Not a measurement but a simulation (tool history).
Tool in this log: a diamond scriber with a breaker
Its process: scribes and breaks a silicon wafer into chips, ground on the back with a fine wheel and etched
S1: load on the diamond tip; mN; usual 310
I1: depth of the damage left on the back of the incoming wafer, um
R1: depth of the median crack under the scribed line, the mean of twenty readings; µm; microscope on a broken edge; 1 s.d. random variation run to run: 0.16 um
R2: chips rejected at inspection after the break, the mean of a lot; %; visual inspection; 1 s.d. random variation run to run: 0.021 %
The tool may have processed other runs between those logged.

run	hour	S1	I1	R1	R2
1	0	310	0.6	15.03	0.67
2	14.3	310	0.3	15.12	0.65
3	27.2	310	0.6	14.71	0.66
4	41.3	310	0.76	14.87	0.7
5	50.7	310	0.69	14.74	0.68
6	68.2	310	0.45	14.88	0.66
7	81.7	310	0.63	14.91	0.67
8	93.9	310	0.33	14.88	0.68
9	103.3	310	0.51	14.94	0.72
10	119.5	273	0.57	13.5	1.63
11	132.9	273	0.78	13.9	1.61
12	148.9	310	0.41	14.93	0.71
13	158	310	0.61	14.66	0.7
14	166.7	310	0.54	15.08	0.69
15	174.1	310	0.59	14.76	0.71
# hour 178.9: load on the tip recalibrated
16	188.2	310	0.57	14.9	0.7
17	203.9	220	0.61	12.32	6.87
18	214.5	310	0.61	15.01	0.74
19	225.8	340	0.68	15.65	1.16
20	237.8	398	0.66	17.41	4.39
# hour 250.9: diamond tip replaced by a new one
21	253.9	280	0.79	14.19	1.26
22	271.9	359	0.32	16.68	1.97
23	283.5	310	0.41	14.99	0.68
24	291.7	380	0.56	17.03	3.19
25	303.4	246	0.76	13.21	3.71
26	310.8	310	0.57	15.03	0.65
27	321.6	218	0.62	12.27	7.24
28	331.5	270	0.37	13.68	1.76
29	338.8	242	0.31	12.85	3.93
30	362.4	310	0.74	15.03	0.7
31	373.1	370	0.46	16.61	2.4
32	381.4	286	0.31	14.46	1.06
33	411.2	344	0.54	15.87	1.31

Predict each of these 3 candidate next runs independently; none follows another, all start after run 33:
A	411.9	341	0.57	?	?
B	411.9	385	0.57	?	?
C	411.9	259	0.57	?	?

run	R1	R2
A	16.02	1.23
B	17.26	3.41
C	13.55	2.52
Had the tool no hidden state, the same runs would have come out as:
run	R1	R2
A	16.02	1.23
B	17.26	3.41
C	13.55	2.52

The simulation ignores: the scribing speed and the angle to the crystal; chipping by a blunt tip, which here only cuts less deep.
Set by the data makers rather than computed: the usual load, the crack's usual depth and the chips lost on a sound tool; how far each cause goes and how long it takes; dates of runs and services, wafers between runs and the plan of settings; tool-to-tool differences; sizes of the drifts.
